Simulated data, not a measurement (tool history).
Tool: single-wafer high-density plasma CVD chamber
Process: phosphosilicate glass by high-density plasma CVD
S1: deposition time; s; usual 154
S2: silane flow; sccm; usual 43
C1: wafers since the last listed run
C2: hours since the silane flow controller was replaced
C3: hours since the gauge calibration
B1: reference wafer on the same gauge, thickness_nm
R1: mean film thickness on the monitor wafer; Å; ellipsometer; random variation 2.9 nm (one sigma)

{"run": 1, "hour": 0.0, "S1": 165, "S2": 41, "C1": 0, "C2": 2952.6, "C3": 226.8, "B1": 619.424, "R1": 6620.85}
{"run": 2, "hour": 50.5, "S1": 154, "S2": 43, "C1": 411, "C2": 3003.1, "C3": 277.3, "B1": 619.782, "R1": 6454.79}
{"run": 3, "hour": 80.7, "S1": 154, "S2": 43, "C1": 245, "C2": 3033.3, "C3": 307.5, "B1": 620.799, "R1": 6456.33}
{"run": 4, "hour": 106.5, "S1": 164, "S2": 46, "C1": 210, "C2": 3059.1, "C3": 333.3, "B1": 620.756, "R1": 7308.13}
{"run": 5, "hour": 159.6, "S1": 170, "S2": 47, "C1": 432, "C2": 3112.2, "C3": 386.4, "B1": 620.474, "R1": 7673.45}
{"run": 6, "hour": 223.3, "S1": 170, "S2": 47, "C1": 518, "C2": 3175.9, "C3": 450.1, "B1": 619.926, "R1": 7782.37}
{"run": 7, "hour": 253.4, "S1": 170, "S2": 47, "C1": 245, "C2": 3206.0, "C3": 480.2, "B1": 619.947, "R1": 7723.38}
{"run": 8, "hour": 302.5, "S1": 177, "S2": 48, "C1": 399, "C2": 3255.1, "C3": 529.3, "B1": 619.873, "R1": 8167.18}
{"run": 9, "hour": 355.2, "S1": 154, "S2": 43, "C1": 429, "C2": 3307.8, "C3": 582.0, "B1": 619.633, "R1": 6461.16}
{"run": 10, "hour": 386.1, "S1": 154, "S2": 43, "C1": 251, "C2": 3338.7, "C3": 612.9, "B1": 619.876, "R1": 6425.35}
{"run": 11, "hour": 453.0, "S1": 140, "S2": 43, "C1": 544, "C2": 3405.6, "C3": 679.8, "B1": 619.866, "R1": 5858.65}
{"run": 12, "hour": 502.8, "S1": 135, "S2": 43, "C1": 405, "C2": 3455.4, "C3": 729.6, "B1": 619.688, "R1": 5594.62}
{"run": 13, "hour": 533.4, "S1": 170, "S2": 48, "C1": 249, "C2": 3486.0, "C3": 760.2, "B1": 620.52, "R1": 7927.25}
{"hour": 569.2, "done": "gauge calibrated"}
{"run": 14, "hour": 577.4, "S1": 174, "S2": 51, "C1": 358, "C2": 3530.0, "C3": 8.2, "B1": 620.236, "R1": 8616.58}
{"run": 15, "hour": 634.9, "S1": 133, "S2": 45, "C1": 468, "C2": 3587.5, "C3": 65.7, "B1": 619.82, "R1": 5862.91}
{"run": 16, "hour": 663.9, "S1": 139, "S2": 39, "C1": 236, "C2": 3616.5, "C3": 94.7, "B1": 619.864, "R1": 5224.74}
{"run": 17, "hour": 695.2, "S1": 170, "S2": 48, "C1": 254, "C2": 3647.8, "C3": 126.0, "B1": 620.175, "R1": 7874.06}
{"run": 18, "hour": 719.2, "S1": 146, "S2": 36, "C1": 195, "C2": 3671.8, "C3": 150.0, "B1": 619.771, "R1": 5070.7}
{"hour": 779.5, "done": "silane flow controller replaced"}
{"run": 19, "hour": 845.1, "S1": 172, "S2": 48, "C1": 960, "C2": 65.6, "C3": 275.9, "B1": 620.625, "R1": 8416.12}
{"run": 20, "hour": 981.9, "S1": 135, "S2": 38, "C1": 1114, "C2": 202.4, "C3": 412.7, "B1": 620.029, "R1": 5180.88}
{"run": 21, "hour": 1024.8, "S1": 154, "S2": 46, "C1": 349, "C2": 245.3, "C3": 455.6, "B1": 619.625, "R1": 7200.59}
{"run": 22, "hour": 1087.1, "S1": 133, "S2": 36, "C1": 507, "C2": 307.6, "C3": 517.9, "B1": 620.322, "R1": 4837.74}
{"run": 23, "hour": 1131.1, "S1": 172, "S2": 48, "C1": 358, "C2": 351.6, "C3": 561.9, "B1": 619.894, "R1": 8366.92}
{"run": 24, "hour": 1184.5, "S1": 154, "S2": 49, "C1": 434, "C2": 405.0, "C3": 615.3, "B1": 619.716, "R1": 7666.17}

5 ways to go on from here, each from the tool as it stands after run 24. What would each give?
{"run": "A", "hour": 1184.9, "S1": 154, "S2": 35, "C1": 3, "C2": 405.4, "C3": 615.7, "B1": "?", "R1": "?"}
{"run": "B", "hour": 1184.9, "S1": 180, "S2": 38, "C1": 3, "C2": 405.4, "C3": 615.7, "B1": "?", "R1": "?"}
{"run": "C", "hour": 1184.9, "S1": 154, "S2": 36, "C1": 3, "C2": 405.4, "C3": 615.7, "B1": "?", "R1": "?"}
{"run": "D", "hour": 1184.9, "S1": 141, "S2": 43, "C1": 3, "C2": 405.4, "C3": 615.7, "B1": "?", "R1": "?"}
{"run": "E", "hour": 1184.9, "S1": 154, "S2": 38, "C1": 3, "C2": 405.4, "C3": 615.7, "B1": "?", "R1": "?"}

run=A B1=620.081 R1=5450.15
run=B B1=620.081 R1=6916.34
run=C B1=620.081 R1=5605.87
run=D B1=620.081 R1=6130.66
run=E B1=620.081 R1=5917.31
Without the tool's hidden state the same runs would have given:
run=A R1=5559.67
run=B R1=7055.32
run=C R1=5718.52
run=D R1=6253.86
run=E R1=6036.21

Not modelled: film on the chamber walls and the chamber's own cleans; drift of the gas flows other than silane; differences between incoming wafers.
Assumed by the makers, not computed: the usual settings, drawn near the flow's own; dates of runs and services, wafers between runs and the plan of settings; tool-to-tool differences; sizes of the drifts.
